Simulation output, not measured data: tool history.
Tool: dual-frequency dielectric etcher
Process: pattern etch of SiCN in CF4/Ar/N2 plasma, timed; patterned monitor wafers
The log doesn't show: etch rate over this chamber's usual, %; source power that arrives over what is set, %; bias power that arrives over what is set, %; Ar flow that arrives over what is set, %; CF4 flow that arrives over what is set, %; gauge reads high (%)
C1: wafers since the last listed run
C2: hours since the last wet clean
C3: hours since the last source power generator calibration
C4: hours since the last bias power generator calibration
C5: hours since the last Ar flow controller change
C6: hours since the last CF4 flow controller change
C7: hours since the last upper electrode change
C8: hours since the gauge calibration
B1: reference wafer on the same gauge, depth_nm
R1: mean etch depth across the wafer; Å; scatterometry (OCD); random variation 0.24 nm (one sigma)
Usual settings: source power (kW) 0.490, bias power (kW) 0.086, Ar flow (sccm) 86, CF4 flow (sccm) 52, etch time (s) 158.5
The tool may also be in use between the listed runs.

Run 1, hour 0.0: usual settings; C1 0; C2 365.1; C3 2073.0; C4 2156.5; C5 2636.2; C6 2645.7; C7 4886.0; C8 121.4; B1 168.0. Result: R1 1560 Å.
Run 2, hour 15.4: usual settings; C1 110; C2 380.5; C3 2088.4; C4 2171.9; C5 2651.6; C6 2661.1; C7 4901.4; C8 136.8; B1 168.0. Result: R1 1560 Å.
Run 3, hour 22.6: usual settings but bias power (kW) 0.080; C1 51; C2 387.7; C3 2095.6; C4 2179.1; C5 2658.8; C6 2668.3; C7 4908.6; C8 144.0; B1 168.1. Result: R1 1530 Å.
Run 4, hour 30.4: usual settings; C1 56; C2 395.5; C3 2103.4; C4 2186.9; C5 2666.6; C6 2676.1; C7 4916.4; C8 151.8; B1 168.0. Result: R1 1558 Å.
Run 5, hour 42.2: usual settings; C1 84; C2 407.3; C3 2115.2; C4 2198.7; C5 2678.4; C6 2687.9; C7 4928.2; C8 163.6; B1 168.1. Result: R1 1558 Å.
Run 6, hour 51.3: usual settings but source power (kW) 0.520; C1 65; C2 416.4; C3 2124.3; C4 2207.8; C5 2687.5; C6 2697.0; C7 4937.3; C8 172.7; B1 168.0. Result: R1 1615 Å.
Run 7, hour 62.3: usual settings but source power (kW) 0.520; C1 79; C2 427.4; C3 2135.3; C4 2218.8; C5 2698.5; C6 2708.0; C7 4948.3; C8 183.7; B1 168.1. Result: R1 1607 Å.
Run 8, hour 75.6: usual settings but source power (kW) 0.520; C1 95; C2 440.7; C3 2148.6; C4 2232.1; C5 2711.8; C6 2721.3; C7 4961.6; C8 197.0; B1 168.0. Result: R1 1607 Å.
At hour 88.6: source power generator calibrated.
Run 9, hour 103.7: usual settings but bias power (kW) 0.077; C1 173; C2 468.8; C3 15.1; C4 2260.2; C5 2739.9; C6 2749.4; C7 4989.7; C8 225.1; B1 168.0. Result: R1 1508 Å.
At hour 116.7: bias power generator calibrated.
At hour 119.8: Ar flow controller replaced.
Run 10, hour 121.6: usual settings but bias power (kW) 0.077; C1 77; C2 486.7; C3 33.0; C4 4.9; C5 1.8; C6 2767.3; C7 5007.6; C8 243.0; B1 168.0. Result: R1 1503 Å.
At hour 159.4: wet clean of the chamber.
Run 11, hour 159.9: usual settings but bias power (kW) 0.077; C1 102; C2 0.5; C3 71.3; C4 43.2; C5 40.1; C6 2805.6; C7 5045.9; C8 281.3; B1 168.1. Result: R1 1545 Å.
Run 12, hour 166.0: usual settings but etch time (s) 178.5; C1 43; C2 6.6; C3 77.4; C4 49.3; C5 46.2; C6 2811.7; C7 5052.0; C8 287.4; B1 168.0. Result: R1 1792 Å.
Run 13, hour 176.6: usual settings but source power (kW) 0.550, Ar flow (sccm) 94, CF4 flow (sccm) 56, etch time (s) 113.0; C1 76; C2 17.2; C3 88.0; C4 59.9; C5 56.8; C6 2822.3; C7 5062.6; C8 298.0; B1 168.0. Result: R1 1216 Å.
At hour 191.0: CF4 flow controller replaced.
Run 14, hour 193.1: usual settings; C1 75; C2 33.7; C3 104.5; C4 76.4; C5 73.3; C6 2.1; C7 5079.1; C8 314.5; B1 168.0. Result: R1 1587 Å.
At hour 214.1: gauge calibrated.
At hour 218.9: upper electrode replaced.
Run 15, hour 219.4: usual settings but bias power (kW) 0.105; C1 16; C2 60.0; C3 130.8; C4 102.7; C5 99.6; C6 28.4; C7 0.5; C8 5.3; B1 167.8. Result: R1 1689 Å.
Run 16, hour 219.8: usual settings; C1 2; C2 60.4; C3 131.2; C4 103.1; C5 100.0; C6 28.8; C7 0.9; C8 5.7; B1 168.0. Result: R1 1591 Å.
Run 17, hour 223.0: usual settings but bias power (kW) 0.092, Ar flow (sccm) 97, CF4 flow (sccm) 63; C1 23; C2 63.6; C3 134.4; C4 106.3; C5 103.2; C6 32.0; C7 4.1; C8 8.9; B1 168.1. Result: R1 1656 Å.
Run 18, hour 235.0: usual settings but bias power (kW) 0.092, Ar flow (sccm) 103, etch time (s) 133.5; C1 86; C2 75.6; C3 146.4; C4 118.3; C5 115.2; C6 44.0; C7 16.1; C8 20.9; B1 168.1. Result: R1 1326 Å.
Run 19, hour 243.9: usual settings but source power (kW) 0.410, Ar flow (sccm) 77, etch time (s) 126.5; C1 64; C2 84.5; C3 155.3; C4 127.2; C5 124.1; C6 52.9; C7 25.0; C8 29.8; B1 167.9. Result: R1 1166 Å.
Run 20, hour 255.7: usual settings but bias power (kW) 0.097, CF4 flow (sccm) 40; C1 84; C2 96.3; C3 167.1; C4 139.0; C5 135.9; C6 64.7; C7 36.8; C8 41.6; B1 168.1. Result: R1 1531 Å.
Run 21, hour 263.6: usual settings but source power (kW) 0.570, Ar flow (sccm) 78, etch time (s) 133.0; C1 56; C2 104.2; C3 175.0; C4 146.9; C5 143.8; C6 72.6; C7 44.7; C8 49.5; B1 167.9. Result: R1 1470 Å.
Run 22, hour 276.0: usual settings but source power (kW) 0.380; C1 89; C2 116.6; C3 187.4; C4 159.3; C5 156.2; C6 85.0; C7 57.1; C8 61.9; B1 167.9. Result: R1 1381 Å.

Forecast each of these 3 alternatives for the next run:
Run A, hour 276.5: usual settings but Ar flow (sccm) 77; C1 3; C2 117.1; C3 187.9; C4 159.8; C5 156.7; C6 85.5; C7 57.6; C8 62.4; B1 ?. Result: R1 ?.
Run B, hour 276.5: usual settings but bias power (kW) 0.067, Ar flow (sccm) 95; C1 3; C2 117.1; C3 187.9; C4 159.8; C5 156.7; C6 85.5; C7 57.6; C8 62.4; B1 ?. Result: R1 ?.
Run C, hour 276.5: usual settings but Ar flow (sccm) 104, CF4 flow (sccm) 56, etch time (s) 131.5; C1 3; C2 117.1; C3 187.9; C4 159.8; C5 156.7; C6 85.5; C7 57.6; C8 62.4; B1 ?. Result: R1 ?.

run     B1    R1
  A  168.1  1610
  B  168.1  1456
  C  168.1  1297
Without the tool's hidden state the same runs would have given:
run    R1
  A  1617
  B  1462
  C  1302
